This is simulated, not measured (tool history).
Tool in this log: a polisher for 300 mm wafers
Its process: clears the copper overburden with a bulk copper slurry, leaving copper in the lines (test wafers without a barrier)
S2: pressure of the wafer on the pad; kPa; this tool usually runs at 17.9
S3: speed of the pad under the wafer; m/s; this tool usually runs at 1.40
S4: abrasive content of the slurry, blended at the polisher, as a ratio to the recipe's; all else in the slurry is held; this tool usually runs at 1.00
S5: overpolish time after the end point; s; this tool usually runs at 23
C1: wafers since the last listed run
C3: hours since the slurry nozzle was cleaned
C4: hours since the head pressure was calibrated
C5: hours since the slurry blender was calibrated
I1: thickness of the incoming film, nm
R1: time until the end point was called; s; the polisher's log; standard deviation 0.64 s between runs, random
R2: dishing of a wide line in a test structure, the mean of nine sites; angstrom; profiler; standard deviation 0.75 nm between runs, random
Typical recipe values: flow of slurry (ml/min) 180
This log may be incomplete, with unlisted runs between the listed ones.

Run 1, hour 0.0: usual settings; C1 0; wafers polished on this pad 554; C3 28.5; C4 264.4; C5 370.9; I1 630.3. Result: R1 60.5 s, R2 649 angstrom.
At hour 41.8: slurry blender recalibrated.
Run 2, hour 85.0: usual settings but S5 28 s; C1 674; wafers polished on this pad 1228; C3 113.5; C4 349.4; C5 43.2; I1 652.3. Result: R1 62.8 s, R2 651 angstrom.
Run 3, hour 183.7: usual settings but S5 28 s; C1 801; wafers polished on this pad 2030; C3 212.2; C4 448.1; C5 141.9; I1 641.7. Result: R1 60.7 s, R2 674 angstrom.
At hour 275.7: worn pad replaced by a new one.
Run 4, hour 346.4: usual settings; C1 1288; wafers polished on this pad 574; C3 374.9; C4 610.8; C5 304.6; I1 654.7. Result: R1 60.2 s, R2 658 angstrom.
At hour 431.1: slurry blender recalibrated.
Run 5, hour 441.2: usual settings; C1 753; wafers polished on this pad 1328; C3 469.7; C4 705.6; C5 10.1; I1 643.2. Result: R1 59.5 s, R2 669 angstrom.
At hour 516.9: slurry nozzle cleaned.
At hour 596.7: worn pad replaced by a new one.
At hour 707.1: head pressure recalibrated.
Run 6, hour 743.1: usual settings but flow of slurry (ml/min) 155; C1 2395; wafers polished on this pad 1172; C3 226.2; C4 36.0; C5 312.0; I1 638.8. Result: R1 64.5 s, R2 640 angstrom.
At hour 770.4: slurry blender recalibrated.
Run 7, hour 841.0: usual settings but flow of slurry (ml/min) 155; C1 778; wafers polished on this pad 1951; C3 324.1; C4 133.9; C5 70.6; I1 633.4. Result: R1 62.4 s, R2 639 angstrom.
At hour 905.2: worn pad replaced by a new one.
Run 8, hour 946.6: usual settings but flow of slurry (ml/min) 155; C1 825; wafers polished on this pad 335; C3 429.7; C4 239.5; C5 176.2; I1 632.3. Result: R1 62.2 s, R2 644 angstrom.
Run 9, hour 1015.1: usual settings but flow of slurry (ml/min) 155; C1 556; wafers polished on this pad 892; C3 498.2; C4 308.0; C5 244.7; I1 651.0. Result: R1 64.3 s, R2 630 angstrom.
At hour 1028.0: slurry nozzle cleaned.
Run 10, hour 1083.4: usual settings but flow of slurry (ml/min) 235, S4 1.20; C1 546; wafers polished on this pad 1438; C3 55.4; C4 376.3; C5 313.0; I1 640.0. Result: R1 56.8 s, R2 670 angstrom.
At hour 1119.4: slurry blender recalibrated.
Run 11, hour 1139.5: usual settings but flow of slurry (ml/min) 150, S2 14.5 kPa, S3 1.76 m/s, S5 10 s; C1 439; wafers polished on this pad 1878; C3 111.5; C4 432.4; C5 20.1; I1 641.5. Result: R1 61.8 s, R2 454 angstrom.
At hour 1175.9: worn pad replaced by a new one.
Run 12, hour 1229.6: usual settings; C1 699; wafers polished on this pad 435; C3 201.6; C4 522.5; C5 110.2; I1 625.9. Result: R1 57.7 s, R2 655 angstrom.
Run 13, hour 1278.2: usual settings but flow of slurry (ml/min) 235, S2 12.4 kPa, S4 0.75, S5 33 s; C1 394; wafers polished on this pad 830; C3 250.2; C4 571.1; C5 158.8; I1 639.1. Result: R1 89.7 s, R2 596 angstrom.
Run 14, hour 1375.7: usual settings but flow of slurry (ml/min) 235, S2 20.0 kPa, S3 1.22 m/s, S5 34 s; C1 791; wafers polished on this pad 1622; C3 347.7; C4 668.6; C5 256.3; I1 639.7. Result: R1 58.4 s, R2 690 angstrom.
At hour 1458.2: slurry blender recalibrated.
Run 15, hour 1463.4: usual settings but S3 0.98 m/s, S5 33 s; C1 696; wafers polished on this pad 2318; C3 435.4; C4 756.3; C5 5.2; I1 628.5. Result: R1 82.7 s, R2 661 angstrom.
At hour 1527.4: worn pad replaced by a new one.
Run 16, hour 1527.9: usual settings but S4 1.20, S5 15 s; C1 491; wafers polished on this pad 3; C3 499.9; C4 820.8; C5 69.7; I1 634.3. Result: R1 54.5 s, R2 596 angstrom.
At hour 1532.8: slurry nozzle cleaned.
Run 17, hour 1563.2: usual settings; C1 278; wafers polished on this pad 282; C3 30.4; C4 856.1; C5 105.0; I1 649.2. Result: R1 58.6 s, R2 653 angstrom.

What if the next run were any one of these 5? Each begins from the tool's condition after run 17:
Run A, hour 1563.6: usual settings; C1 3; wafers polished on this pad 285; C3 30.8; C4 856.5; C5 105.4; I1 635.5. Result: R1 ?, R2 ?.
Run B, hour 1563.6: usual settings but S4 0.80; C1 3; wafers polished on this pad 285; C3 30.8; C4 856.5; C5 105.4; I1 635.5. Result: R1 ?, R2 ?.
Run C, hour 1563.6: usual settings but flow of slurry (ml/min) 130, S2 23.4 kPa, S4 0.75, S5 13 s; C1 3; wafers polished on this pad 285; C3 30.8; C4 856.5; C5 105.4; I1 635.5. Result: R1 ?, R2 ?.
Run D, hour 1563.6: usual settings but flow of slurry (ml/min) 165; C1 3; wafers polished on this pad 285; C3 30.8; C4 856.5; C5 105.4; I1 635.5. Result: R1 ?, R2 ?.
Run E, hour 1563.6: usual settings but S2 20.7 kPa, S5 16 s; C1 3; wafers polished on this pad 285; C3 30.8; C4 856.5; C5 105.4; I1 635.5. Result: R1 ?, R2 ?.

run    R1   R2
  A  57.3  657
  B  60.9  649
  C  49.5  605
  D  57.9  656
  E  49.7  638
Take away the tool's hidden state, keep each run's random variation, and the runs would have read:
run    R1   R2
  A  62.4  635
  B  66.3  626
  C  53.9  578
  D  63.1  633
  E  54.1  613

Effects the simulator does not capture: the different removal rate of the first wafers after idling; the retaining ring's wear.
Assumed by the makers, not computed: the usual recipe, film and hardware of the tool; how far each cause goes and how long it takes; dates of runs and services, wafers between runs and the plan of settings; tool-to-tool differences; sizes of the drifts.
